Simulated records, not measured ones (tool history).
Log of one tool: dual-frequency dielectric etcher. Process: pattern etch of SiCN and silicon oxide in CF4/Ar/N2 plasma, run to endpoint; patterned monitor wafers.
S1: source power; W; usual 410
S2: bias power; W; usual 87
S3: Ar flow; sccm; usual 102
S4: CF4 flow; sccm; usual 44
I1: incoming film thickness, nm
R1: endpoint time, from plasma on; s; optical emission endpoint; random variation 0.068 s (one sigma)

Run 1, hour 0.0: usual settings but S1 340 W; I1 10.96. Result: R1 16.3 s.
At hour 29.7: wet clean of the chamber.
At hour 35.0: CF4 flow controller replaced.
Run 2, hour 35.5: usual settings but S2 72 W, S3 118 sccm; I1 11.11. Result: R1 16.3 s.
Run 3, hour 35.8: usual settings but S2 72 W, S3 118 sccm; I1 10.96. Result: R1 16.2 s.
At hour 64.3: upper electrode replaced.
Run 4, hour 64.8: usual settings but S2 72 W, S3 118 sccm; I1 10.98. Result: R1 16.1 s.
Run 5, hour 65.1: usual settings but S4 35 sccm; I1 10.94. Result: R1 15.1 s.
Run 6, hour 67.9: usual settings; I1 10.93. Result: R1 14.4 s.
Run 7, hour 77.1: usual settings but S3 88 sccm; I1 10.93. Result: R1 13.8 s.
Run 8, hour 84.5: usual settings; I1 11.07. Result: R1 14.6 s.
Run 9, hour 102.1: usual settings but S1 450 W, S3 86 sccm, S4 49 sccm; I1 11.10. Result: R1 12.8 s.
At hour 108.2: source power generator calibrated.
Run 10, hour 115.6: usual settings but S1 500 W, S3 90 sccm, S4 40 sccm; I1 10.90. Result: R1 12.0 s.
Run 11, hour 125.0: usual settings but S2 67 W, S3 111 sccm; I1 11.08. Result: R1 16.9 s.
Run 12, hour 138.5: usual settings; I1 11.05. Result: R1 14.7 s.
At hour 174.7: bias power generator calibrated.
At hour 181.0: wet clean of the chamber, repeated, since the last time left the tool worse.
Run 13, hour 181.5: usual settings; I1 10.89. Result: R1 13.4 s.
Run 14, hour 181.8: usual settings; I1 10.95. Result: R1 13.6 s.
Run 15, hour 190.0: usual settings but S2 71 W; I1 10.95. Result: R1 14.8 s.
Run 16, hour 207.1: usual settings but S1 340 W, S4 38 sccm; I1 11.03. Result: R1 16.4 s.
Run 17, hour 222.8: usual settings but S1 350 W, S2 75 W; I1 10.92. Result: R1 16.5 s.
Run 18, hour 234.8: usual settings but S2 103 W, S3 118 sccm; I1 11.01. Result: R1 13.1 s.
Run 19, hour 276.5: usual settings but S1 350 W, S2 102 W, S3 83 sccm, S4 41 sccm; I1 10.91. Result: R1 14.0 s.
Run 20, hour 283.1: usual settings but S2 104 W, S4 41 sccm; I1 10.92. Result: R1 12.7 s.
Run 21, hour 299.5: usual settings but S2 71 W; I1 10.99. Result: R1 15.0 s.
Run 22, hour 313.3: usual settings but S1 380 W, S3 114 sccm; I1 10.98. Result: R1 14.8 s.
Run 23, hour 327.1: usual settings but S1 440 W, S2 70 W, S4 50 sccm; I1 10.96. Result: R1 13.7 s.
Run 24, hour 339.2: usual settings but S1 360 W, S2 71 W, S3 126 sccm, S4 55 sccm; I1 11.09. Result: R1 17.0 s.
Run 25, hour 352.6: usual settings but S2 74 W; I1 11.04. Result: R1 14.8 s.

Forecast each of these 3 alternatives for the next run:
Run A, hour 353.0: usual settings but S4 38 sccm; I1 10.94. Result: R1 ?.
Run B, hour 353.0: usual settings but S1 350 W, S2 75 W, S3 111 sccm, S4 48 sccm; I1 10.94. Result: R1 ?.
Run C, hour 353.0: usual settings but S1 350 W, S2 71 W; I1 10.94. Result: R1 ?.

run    R1
  A  14.1
  B  16.7
  C  17.1
Without the tool's hidden state the same runs would have given:
run    R1
  A  13.9
  B  16.4
  C  16.8

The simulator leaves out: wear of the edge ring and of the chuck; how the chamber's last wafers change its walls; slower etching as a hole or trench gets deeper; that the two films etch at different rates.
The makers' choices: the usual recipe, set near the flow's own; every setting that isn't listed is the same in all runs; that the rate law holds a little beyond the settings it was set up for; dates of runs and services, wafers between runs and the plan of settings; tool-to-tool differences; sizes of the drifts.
